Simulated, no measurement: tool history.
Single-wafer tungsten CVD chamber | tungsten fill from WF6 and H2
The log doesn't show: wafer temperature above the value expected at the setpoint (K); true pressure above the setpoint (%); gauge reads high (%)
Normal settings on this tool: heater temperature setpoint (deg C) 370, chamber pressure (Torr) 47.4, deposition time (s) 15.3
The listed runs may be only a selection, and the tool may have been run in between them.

run	hour	heater temperature setpoint (deg C)	chamber pressure (Torr)	deposition time (s)	wafers since the last listed run	hours since the last thermocouple change	hours since the last manometer calibration	hours since the showerhead was replaced	hours since the gauge calibration	read-back reference wafer on the same gauge, thickness_nm	mean film thickness on the monitor wafer (Å)
1	0	370	50.3	15.3	0	833.1	1705.4	4851.7	57.5	35.372	352.64
2	17	370	50.3	15.3	761	850.1	1722.4	4868.7	74.5	35.273	352.18
3	32.7	376	47.4	17.3	702	865.8	1738.1	4884.4	90.2	35.268	450.13
4	42	376	47.4	17.3	416	875.1	1747.4	4893.7	99.5	35.377	446.7
5	48.5	370	53	15.3	291	881.6	1753.9	4900.2	106	35.234	357.65
6	58.3	370	53	15.3	438	891.4	1763.7	4910	115.8	35.28	361.4
7	66.8	370	53	15.3	380	899.9	1772.2	4918.5	124.3	35.249	362.73
8	82.8	370	47.4	15.3	716	915.9	1788.2	4934.5	140.3	35.383	349.05
9	91.6	370	47.4	15.3	394	924.7	1797	4943.3	149.1	35.247	349.25
# hour 113.9: capacitance manometer re-zeroed and calibrated
10	114.8	370	47.4	15.3	680	947.9	0.9	4966.5	172.3	35.264	350.24
# hour 132.6: showerhead replaced
11	133.1	370	47.4	15.3	461	966.2	19.2	0.5	190.6	35.301	353.37
12	143.8	365	47.4	15.3	479	976.9	29.9	11.2	201.3	35.279	314.89
# hour 156.6: thermocouple changed; heater temperature recalibrated
13	161.5	357	54.7	17.4	434	4.9	47.6	28.9	219	35.318	277.73
14	172.1	365	53.3	13.2	474	15.5	58.2	39.5	229.6	35.228	258.54
# hour 180.2: gauge calibrated
15	187.4	370	47.4	15.3	685	30.8	73.5	54.8	7.2	35.353	320.65
16	199.2	379	39	12.5	528	42.6	85.3	66.6	19	35.25	299.89
17	207.3	370	47.4	12.3	362	50.7	93.4	74.7	27.1	35.285	258.99
18	215.1	370	47.4	13.3	349	58.5	101.2	82.5	34.9	35.282	278.07
19	228	370	47.4	15.3	577	71.4	114.1	95.4	47.8	35.256	322.57
20	241.1	383	47.4	17.9	586	84.5	127.2	108.5	60.9	35.283	511.48
21	255	370	38.4	15.3	622	98.4	141.1	122.4	74.8	35.322	296.56
22	271	365	51.4	17.1	716	114.4	157.1	138.4	90.8	35.192	328.61
23	279.4	370	54.6	12.5	376	122.8	165.5	146.8	99.2	35.259	276.45
24	289.2	383	43.1	18	438	132.6	175.3	156.6	109	35.334	493.13

What if the next run were any one of these 3? Each begins from the tool's condition after run 24:
A	289.6	370	47.4	16.6	17	133	175.7	157	109.4	?	?
B	289.6	378	36.9	15.3	17	133	175.7	157	109.4	?	?
C	289.6	364	58	15.3	17	133	175.7	157	109.4	?	?

run	read-back reference wafer on the same gauge, thickness_nm	mean film thickness on the monitor wafer (Å)
A	35.248	348.92
B	35.248	352.99
C	35.248	300.02
With no hidden state in the tool, these same runs would have given:
run	mean film thickness on the monitor wafer (Å)
A	343
B	347.18
C	294.76
